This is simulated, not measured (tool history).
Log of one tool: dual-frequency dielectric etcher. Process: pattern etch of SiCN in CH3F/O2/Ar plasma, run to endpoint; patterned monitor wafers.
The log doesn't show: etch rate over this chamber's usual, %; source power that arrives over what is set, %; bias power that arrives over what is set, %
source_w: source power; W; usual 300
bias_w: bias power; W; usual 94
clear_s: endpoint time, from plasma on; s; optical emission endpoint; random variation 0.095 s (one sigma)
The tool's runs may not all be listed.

run,hour,source_w,bias_w,wafers since the last listed run,hours since the last wet clean,hours since the last source power generator calibration,hours since the last bias power generator calibration,hours since the last upper electrode change,"incoming incoming film thickness, nm",clear_s
1,0,280,94,0,316.8,1826.2,2475.2,3546.6,11.03,32.7
2,11.9,350,94,96,328.7,1838.1,2487.1,3558.5,11.09,30.1
3,22.3,350,94,83,339.1,1848.5,2497.5,3568.9,11.08,30.1
4,33.5,300,94,90,350.3,1859.7,2508.7,3580.1,11.11,32
5,74.3,300,94,329,391.1,1900.5,2549.5,3620.9,11.04,31.8
# hour 103.5: wet clean of the chamber
6,104,300,94,46,0.5,1930.2,2579.2,3650.6,11.12,31.8
7,104.3,300,94,2,0.8,1930.5,2579.5,3650.9,11.11,31.8
8,117.9,300,77,109,14.4,1944.1,2593.1,3664.5,11.15,34.4
9,127.4,300,77,76,23.9,1953.6,2602.6,3674,11.11,34.1
10,138,300,94,85,34.5,1964.2,2613.2,3684.6,11.09,31.6
11,158.5,300,94,165,55,1984.7,2633.7,3705.1,11.14,31.9
# hour 174.8: bias power generator calibrated
12,175.3,300,94,103,71.8,2001.5,0.5,3721.9,10.99,31.4
13,178.1,300,94,22,74.6,2004.3,3.3,3724.7,11.06,31.5
14,185.9,250,72,62,82.4,2012.1,11.1,3732.5,11.08,37.6
15,195.4,300,94,76,91.9,2021.6,20.6,3742,11.1,31.6
16,209.2,300,84,111,105.7,2035.4,34.4,3755.8,11.14,33.3
# hour 241: upper electrode replaced
17,241.5,350,94,67,138,2067.7,66.7,0.5,11.09,30
18,241.9,220,115,3,138.4,2068.1,67.1,0.9,11.04,32.7
19,243.1,260,72,9,139.6,2069.3,68.3,2.1,11.1,37.4
20,256,240,117,104,152.5,2082.2,81.2,15,11.12,31.5
# hour 261.3: source power generator calibrated
21,267.3,370,115,58,163.8,6,92.5,26.3,11.1,27
22,280.5,260,94,106,177,19.2,105.7,39.5,11.06,33.6
23,295.7,380,116,122,192.2,34.4,120.9,54.7,11.08,26.7
24,312.3,300,94,134,208.8,51,137.5,71.3,11.2,32.3
25,323.6,300,87,91,220.1,62.3,148.8,82.6,11.12,32.9
26,333.2,260,114,77,229.7,71.9,158.4,92.2,11.19,31.5

Some steps in clear_s between neighbouring runs. How much of each would the tool show without its hidden state too (settings, what came in, random variation), and how much is left for the hidden state, with any gauge scatter that isn't in both results?
Run 5 -> 6: wet clean of the chamber. clear_s +0 s: hidden state -0.5, all else +0.5.
Run 21 -> 22: source_w 370 -> 260, bias_w 115 -> 94. clear_s +6.6 s: hidden state +0.1, all else +6.5.
Run 22 -> 23: source_w 260 -> 380, bias_w 94 -> 116. clear_s -6.9 s: hidden state -0.1, all else -6.8.
Run 23 -> 24: source_w 380 -> 300, bias_w 116 -> 94. clear_s +5.6 s: hidden state +0.2, all else +5.4.
